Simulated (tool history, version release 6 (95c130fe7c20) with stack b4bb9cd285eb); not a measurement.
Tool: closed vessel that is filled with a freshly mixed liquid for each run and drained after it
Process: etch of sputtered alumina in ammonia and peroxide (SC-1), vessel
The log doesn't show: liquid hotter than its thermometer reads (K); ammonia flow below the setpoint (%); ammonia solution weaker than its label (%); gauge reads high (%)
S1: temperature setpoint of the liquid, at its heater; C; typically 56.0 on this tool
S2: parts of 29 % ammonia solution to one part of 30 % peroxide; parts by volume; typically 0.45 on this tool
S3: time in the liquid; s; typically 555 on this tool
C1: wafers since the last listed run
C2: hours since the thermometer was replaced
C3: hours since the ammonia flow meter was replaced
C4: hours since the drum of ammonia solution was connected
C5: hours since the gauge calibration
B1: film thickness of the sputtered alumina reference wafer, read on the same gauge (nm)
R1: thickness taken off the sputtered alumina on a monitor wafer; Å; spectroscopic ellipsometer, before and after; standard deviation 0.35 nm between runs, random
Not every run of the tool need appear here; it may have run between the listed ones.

run 1 hour=0.0 | S1=56.0 S2=0.45 S3=740 | C1=0 C2=701.3 C3=1847.9 C4=88.6 C5=3.4 | B1=130.00 | R1=546.0
run 2 hour=31.1 | S1=56.0 S2=0.45 S3=555 | C1=2612 C2=732.4 C3=1879.0 C4=119.7 C5=34.5 | B1=130.00 | R1=408.8
run 3 hour=81.3 | S1=56.0 S2=0.45 S3=555 | C1=4216 C2=782.6 C3=1929.2 C4=169.9 C5=84.7 | B1=129.99 | R1=424.4
run 4 hour=115.7 | S1=56.0 S2=0.45 S3=555 | C1=2889 C2=817.0 C3=1963.6 C4=204.3 C5=119.1 | B1=130.00 | R1=413.6
run 5 hour=141.6 | S1=56.0 S2=0.45 S3=555 | C1=2175 C2=842.9 C3=1989.5 C4=230.2 C5=145.0 | B1=129.97 | R1=418.8
run 6 hour=167.5 | S1=56.0 S2=0.45 S3=555 | C1=2175 C2=868.8 C3=2015.4 C4=256.1 C5=170.9 | B1=130.00 | R1=418.2
-- hour=174.0 new drum of ammonia solution connected
run 7 hour=190.1 | S1=56.0 S2=0.45 S3=555 | C1=1814 C2=891.4 C3=2038.0 C4=16.1 C5=193.5 | B1=130.01 | R1=418.5
-- hour=197.2 ammonia flow meter replaced
run 8 hour=202.9 | S1=59.5 S2=0.45 S3=555 | C1=991 C2=904.2 C3=5.7 C4=28.9 C5=206.3 | B1=130.00 | R1=510.5
run 9 hour=230.2 | S1=56.0 S2=0.45 S3=480 | C1=2293 C2=931.5 C3=33.0 C4=56.2 C5=233.6 | B1=129.99 | R1=373.8
-- hour=246.9 thermometer replaced
run 10 hour=252.5 | S1=47.0 S2=0.45 S3=555 | C1=1789 C2=5.6 C3=55.3 C4=78.5 C5=255.9 | B1=130.00 | R1=241.2
run 11 hour=282.6 | S1=56.0 S2=0.45 S3=720 | C1=2528 C2=35.7 C3=85.4 C4=108.6 C5=286.0 | B1=130.02 | R1=502.2
run 12 hour=312.4 | S1=56.0 S2=0.45 S3=555 | C1=2503 C2=65.5 C3=115.2 C4=138.4 C5=315.8 | B1=130.01 | R1=392.3
run 13 hour=326.6 | S1=65.0 S2=0.30 S3=285 | C1=1192 C2=79.7 C3=129.4 C4=152.6 C5=330.0 | B1=130.00 | R1=305.7
run 14 hour=360.4 | S1=51.0 S2=0.40 S3=765 | C1=2839 C2=113.5 C3=163.2 C4=186.4 C5=363.8 | B1=130.00 | R1=411.6
run 15 hour=383.2 | S1=46.5 S2=0.45 S3=555 | C1=1915 C2=136.3 C3=186.0 C4=209.2 C5=386.6 | B1=130.00 | R1=237.1
run 16 hour=403.5 | S1=56.0 S2=0.25 S3=440 | C1=1705 C2=156.6 C3=206.3 C4=229.5 C5=406.9 | B1=130.00 | R1=297.9
-- hour=423.9 new drum of ammonia solution connected
run 17 hour=492.3 | S1=56.0 S2=0.30 S3=375 | C1=7374 C2=245.4 C3=295.1 C4=68.4 C5=495.7 | B1=129.99 | R1=258.7
run 18 hour=520.9 | S1=53.5 S2=0.45 S3=705 | C1=2402 C2=274.0 C3=323.7 C4=97.0 C5=524.3 | B1=130.02 | R1=448.1
run 19 hour=533.5 | S1=56.0 S2=0.45 S3=555 | C1=1058 C2=286.6 C3=336.3 C4=109.6 C5=536.9 | B1=130.00 | R1=398.7
run 20 hour=556.9 | S1=49.0 S2=0.45 S3=875 | C1=1965 C2=310.0 C3=359.7 C4=133.0 C5=560.3 | B1=130.01 | R1=435.0
run 21 hour=586.8 | S1=60.5 S2=0.45 S3=555 | C1=2511 C2=339.9 C3=389.6 C4=162.9 C5=590.2 | B1=130.03 | R1=506.6
run 22 hour=621.0 | S1=59.5 S2=0.40 S3=265 | C1=2872 C2=374.1 C3=423.8 C4=197.1 C5=624.4 | B1=130.02 | R1=224.6
-- hour=642.5 gauge calibrated
run 23 hour=643.7 | S1=61.0 S2=0.35 S3=700 | C1=1906 C2=396.8 C3=446.5 C4=219.8 C5=1.2 | B1=130.01 | R1=649.9
run 24 hour=657.8 | S1=53.5 S2=0.30 S3=250 | C1=1184 C2=410.9 C3=460.6 C4=233.9 C5=15.3 | B1=130.01 | R1=151.5
run 25 hour=675.9 | S1=61.5 S2=0.35 S3=780 | C1=1520 C2=429.0 C3=478.7 C4=252.0 C5=33.4 | B1=130.01 | R1=737.2
run 26 hour=708.3 | S1=59.0 S2=0.55 S3=230 | C1=2721 C2=461.4 C3=511.1 C4=284.4 C5=65.8 | B1=129.98 | R1=203.0
run 27 hour=723.4 | S1=56.0 S2=0.45 S3=555 | C1=1268 C2=476.5 C3=526.2 C4=299.5 C5=80.9 | B1=130.00 | R1=407.3
-- hour=744.7 new drum of ammonia solution connected
run 28 hour=756.3 | S1=46.5 S2=0.35 S3=875 | C1=2679 C2=509.4 C3=559.1 C4=11.6 C5=113.8 | B1=129.99 | R1=378.1
run 29 hour=777.8 | S1=61.0 S2=0.35 S3=660 | C1=1805 C2=530.9 C3=580.6 C4=33.1 C5=135.3 | B1=130.00 | R1=615.6

Alternative continuations, all from the tool just after run 29; predict every row:
run A hour=778.6 | S1=56.0 S2=0.25 S3=555 | C1=67 C2=531.7 C3=581.4 C4=33.9 C5=136.1 | B1=? | R1=?
run B hour=778.6 | S1=64.0 S2=0.45 S3=555 | C1=67 C2=531.7 C3=581.4 C4=33.9 C5=136.1 | B1=? | R1=?
run C hour=778.6 | S1=47.5 S2=0.55 S3=455 | C1=67 C2=531.7 C3=581.4 C4=33.9 C5=136.1 | B1=? | R1=?

run=A B1=129.97 R1=383.8
run=B B1=129.97 R1=610.2
run=C B1=129.97 R1=214.4
Without the tool's unlogged condition, the same runs would have read:
run=A R1=363.0
run=B R1=578.8
run=C R1=202.1

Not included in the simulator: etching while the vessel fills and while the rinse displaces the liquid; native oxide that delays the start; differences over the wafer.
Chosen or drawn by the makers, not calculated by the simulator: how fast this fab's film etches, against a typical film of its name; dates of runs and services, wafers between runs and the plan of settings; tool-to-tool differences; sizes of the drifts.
